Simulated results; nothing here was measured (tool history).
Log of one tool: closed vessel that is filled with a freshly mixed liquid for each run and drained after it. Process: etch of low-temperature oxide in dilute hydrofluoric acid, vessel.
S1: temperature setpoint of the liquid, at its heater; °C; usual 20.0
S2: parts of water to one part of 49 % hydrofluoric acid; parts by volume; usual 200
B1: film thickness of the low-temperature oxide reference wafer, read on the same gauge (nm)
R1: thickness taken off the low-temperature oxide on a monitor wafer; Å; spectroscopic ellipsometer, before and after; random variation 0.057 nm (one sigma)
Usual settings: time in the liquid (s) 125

{"run": 1, "hour": 0.0, "S1": 20.0, "S2": 200, "time in the liquid (s)": 125, "B1": 50.01, "R1": 60.6}
{"run": 2, "hour": 29.1, "S1": 20.0, "S2": 200, "time in the liquid (s)": 125, "B1": 49.99, "R1": 58.1}
{"hour": 35.0, "done": "thermometer replaced"}
{"run": 3, "hour": 50.2, "S1": 20.0, "S2": 200, "time in the liquid (s)": 125, "B1": 49.98, "R1": 63.2}
{"run": 4, "hour": 80.1, "S1": 20.0, "S2": 200, "time in the liquid (s)": 125, "B1": 50.0, "R1": 64.5}
{"hour": 84.4, "done": "gauge calibrated"}
{"run": 5, "hour": 92.4, "S1": 20.0, "S2": 200, "time in the liquid (s)": 125, "B1": 50.04, "R1": 63.9}
{"run": 6, "hour": 109.6, "S1": 20.0, "S2": 200, "time in the liquid (s)": 125, "B1": 50.02, "R1": 64.1}
{"run": 7, "hour": 143.4, "S1": 20.0, "S2": 200, "time in the liquid (s)": 125, "B1": 50.04, "R1": 63.7}
{"run": 8, "hour": 178.8, "S1": 20.0, "S2": 200, "time in the liquid (s)": 125, "B1": 50.03, "R1": 62.3}
{"run": 9, "hour": 211.3, "S1": 20.0, "S2": 200, "time in the liquid (s)": 165, "B1": 50.02, "R1": 83.5}
{"run": 10, "hour": 232.7, "S1": 17.0, "S2": 130, "time in the liquid (s)": 80, "B1": 50.02, "R1": 58.4}
{"run": 11, "hour": 255.5, "S1": 22.5, "S2": 230, "time in the liquid (s)": 180, "B1": 49.99, "R1": 82.8}
{"run": 12, "hour": 274.2, "S1": 20.0, "S2": 110, "time in the liquid (s)": 50, "B1": 49.99, "R1": 50.1}
{"run": 13, "hour": 288.8, "S1": 20.0, "S2": 200, "time in the liquid (s)": 125, "B1": 49.99, "R1": 62.6}
{"run": 14, "hour": 303.6, "S1": 17.5, "S2": 270, "time in the liquid (s)": 85, "B1": 49.98, "R1": 26.7}
{"run": 15, "hour": 321.1, "S1": 20.0, "S2": 200, "time in the liquid (s)": 125, "B1": 49.98, "R1": 61.8}
{"run": 16, "hour": 348.3, "S1": 20.0, "S2": 200, "time in the liquid (s)": 125, "B1": 49.99, "R1": 61.3}
{"run": 17, "hour": 375.2, "S1": 20.0, "S2": 245, "time in the liquid (s)": 160, "B1": 50.02, "R1": 61.5}
{"run": 18, "hour": 399.8, "S1": 23.0, "S2": 120, "time in the liquid (s)": 125, "B1": 49.97, "R1": 125.1}
{"hour": 407.3, "done": "hydrofluoric acid flow meter replaced"}
{"run": 19, "hour": 415.4, "S1": 20.0, "S2": 200, "time in the liquid (s)": 125, "B1": 50.01, "R1": 63.4}
{"run": 20, "hour": 429.1, "S1": 18.0, "S2": 105, "time in the liquid (s)": 195, "B1": 49.99, "R1": 193.8}
{"run": 21, "hour": 457.7, "S1": 20.0, "S2": 225, "time in the liquid (s)": 195, "B1": 50.0, "R1": 85.9}
{"run": 22, "hour": 481.3, "S1": 17.0, "S2": 155, "time in the liquid (s)": 65, "B1": 50.0, "R1": 40.0}
{"run": 23, "hour": 514.0, "S1": 22.0, "S2": 120, "time in the liquid (s)": 125, "B1": 50.0, "R1": 122.6}
{"run": 24, "hour": 546.9, "S1": 17.0, "S2": 275, "time in the liquid (s)": 125, "B1": 50.0, "R1": 38.2}
{"run": 25, "hour": 577.1, "S1": 20.0, "S2": 120, "time in the liquid (s)": 55, "B1": 49.99, "R1": 49.6}
{"hour": 596.2, "done": "gauge calibrated"}
{"run": 26, "hour": 606.5, "S1": 20.0, "S2": 200, "time in the liquid (s)": 125, "B1": 50.01, "R1": 62.7}
{"run": 27, "hour": 629.5, "S1": 18.0, "S2": 110, "time in the liquid (s)": 145, "B1": 50.02, "R1": 130.6}
{"run": 28, "hour": 657.9, "S1": 20.0, "S2": 200, "time in the liquid (s)": 185, "B1": 49.99, "R1": 91.3}
{"run": 29, "hour": 682.3, "S1": 20.0, "S2": 200, "time in the liquid (s)": 125, "B1": 50.03, "R1": 62.1}
{"run": 30, "hour": 697.7, "S1": 23.5, "S2": 110, "time in the liquid (s)": 175, "B1": 49.99, "R1": 197.4}
{"run": 31, "hour": 722.0, "S1": 20.0, "S2": 200, "time in the liquid (s)": 125, "B1": 50.0, "R1": 61.3}
{"run": 32, "hour": 736.4, "S1": 20.0, "S2": 200, "time in the liquid (s)": 50, "B1": 50.0, "R1": 24.2}

4 ways to go on from here, each from the tool as it stands after run 32. What would each give?
{"run": "A", "hour": 737.1, "S1": 22.5, "S2": 200, "time in the liquid (s)": 125, "B1": "?", "R1": "?"}
{"run": "B", "hour": 737.1, "S1": 22.0, "S2": 250, "time in the liquid (s)": 185, "B1": "?", "R1": "?"}
{"run": "C", "hour": 737.1, "S1": 22.0, "S2": 130, "time in the liquid (s)": 100, "B1": "?", "R1": "?"}
{"run": "D", "hour": 737.1, "S1": 18.0, "S2": 200, "time in the liquid (s)": 125, "B1": "?", "R1": "?"}

run=A B1=49.99 R1=67.1
run=B B1=49.99 R1=74.3
run=C B1=49.99 R1=87.1
run=D B1=49.99 R1=56.2
Without the tool's hidden state the same runs would have given:
run=A R1=73.9
run=B R1=81.6
run=C R1=96.2
run=D R1=62.1
